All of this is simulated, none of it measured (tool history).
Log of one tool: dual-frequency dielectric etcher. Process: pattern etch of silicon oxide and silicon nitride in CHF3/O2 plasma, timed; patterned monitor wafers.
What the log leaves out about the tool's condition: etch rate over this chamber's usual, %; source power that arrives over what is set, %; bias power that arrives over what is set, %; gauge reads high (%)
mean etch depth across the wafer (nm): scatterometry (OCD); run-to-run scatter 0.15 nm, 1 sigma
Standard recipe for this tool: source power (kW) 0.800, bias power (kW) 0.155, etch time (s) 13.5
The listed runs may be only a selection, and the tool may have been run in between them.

run,day,source power (kW),bias power (kW),etch time (s),wafers since the last listed run,hours since the last wet clean,hours since the last source power generator calibration,hours since the last bias power generator calibration,hours since the last upper electrode change,hours since the gauge calibration,"read-back reference wafer on the same gauge, depth_nm",mean etch depth across the wafer (nm)
1,0.000,0.800,0.145,13.5,0,307.5,915.6,1262.6,993.4,432.0,20.02,22.25
2,2.458,0.750,0.155,13.5,1282,366.5,974.6,1321.6,1052.4,491.0,20.00,22.38
3,3.946,0.800,0.155,13.5,776,402.2,1010.3,1357.3,1088.1,526.7,19.99,22.62
4,5.079,0.800,0.155,13.5,591,429.4,1037.5,1384.5,1115.3,553.9,19.98,22.65
5,6.225,0.800,0.155,13.5,597,456.9,1065.0,1412.0,1142.8,581.4,20.04,22.97
6,7.979,0.800,0.155,13.5,915,499.0,1107.1,1454.1,1184.9,623.5,19.99,22.83
7,10.825,0.800,0.155,13.5,1484,567.3,1175.4,1522.4,1253.2,691.8,19.96,23.23
8,13.533,0.800,0.185,16.5,1412,632.3,1240.4,1587.4,1318.2,756.8,20.02,29.50
# day 15.371: wet clean of the chamber
9,21.171,0.800,0.185,16.5,3462,139.2,1423.7,1770.7,1501.5,940.1,19.96,27.89
10,23.938,0.800,0.185,16.5,1443,205.6,1490.1,1837.1,1567.9,1006.5,20.04,28.25
11,25.842,0.800,0.155,13.5,993,251.3,1535.8,1882.8,1613.6,1052.2,20.01,22.45
12,28.325,0.800,0.155,13.5,1295,310.9,1595.4,1942.4,1673.2,1111.8,19.99,22.42
13,29.333,0.800,0.155,13.5,526,335.1,1619.6,1966.6,1697.4,1136.0,19.98,22.50
14,31.996,0.800,0.155,13.5,1389,399.0,1683.5,2030.5,1761.3,1199.9,19.99,22.37
# day 32.450: bias power generator calibrated
15,33.079,0.800,0.155,13.5,478,425.0,1709.5,15.1,1787.3,1225.9,20.00,22.49
16,34.238,0.800,0.155,13.5,604,452.8,1737.3,42.9,1815.1,1253.7,20.05,22.82
17,36.242,0.690,0.188,13.5,1045,500.9,1785.4,91.0,1863.2,1301.8,20.03,22.52
18,39.912,0.800,0.125,16.0,1915,589.0,1873.5,179.1,1951.3,1389.9,19.93,26.11
# day 42.075: wet clean of the chamber
19,42.096,0.870,0.167,16.0,617,0.5,1925.9,231.5,2003.7,1442.3,19.95,26.58
# day 43.488: upper electrode replaced
20,44.558,0.920,0.181,14.5,762,59.6,1985.0,290.6,25.7,1501.4,20.05,25.31
21,46.646,0.800,0.155,16.0,1089,109.7,2035.1,340.7,75.8,1551.5,19.96,25.55
# day 47.075: gauge calibrated
# day 47.988: source power generator calibrated
22,48.008,0.610,0.134,16.0,623,142.4,0.5,373.4,108.5,22.4,20.04,23.22
23,49.362,0.650,0.168,11.5,706,174.9,33.0,405.9,141.0,54.9,20.00,17.80
24,51.225,0.800,0.155,13.5,971,219.6,77.7,450.6,185.7,99.6,19.96,22.24
25,53.821,0.730,0.155,13.5,1354,281.9,140.0,512.9,248.0,161.9,20.00,21.63
26,56.350,0.800,0.143,13.5,1319,342.6,200.7,573.6,308.7,222.6,20.07,21.90
27,58.567,0.800,0.155,13.5,1156,395.8,253.9,626.8,361.9,275.8,19.97,22.13
28,61.379,0.800,0.183,13.5,1467,463.3,321.4,694.3,429.4,343.3,20.07,23.41

Consider 3 possible next runs. They are alternatives, not a sequence: every one starts from the tool as it was left by run 28. What does each give?
A,61.396,0.800,0.155,13.5,8,463.7,321.8,694.7,429.8,343.7,?,?
B,61.396,0.660,0.155,12.5,8,463.7,321.8,694.7,429.8,343.7,?,?
C,61.396,0.720,0.127,12.0,8,463.7,321.8,694.7,429.8,343.7,?,?

run,"read-back reference wafer on the same gauge, depth_nm",mean etch depth across the wafer (nm)
A,20.00,22.30
B,20.00,19.48
C,20.00,18.47
Without the tool's hidden state the same runs would have given:
run,mean etch depth across the wafer (nm)
A,21.56
B,18.83
C,17.86
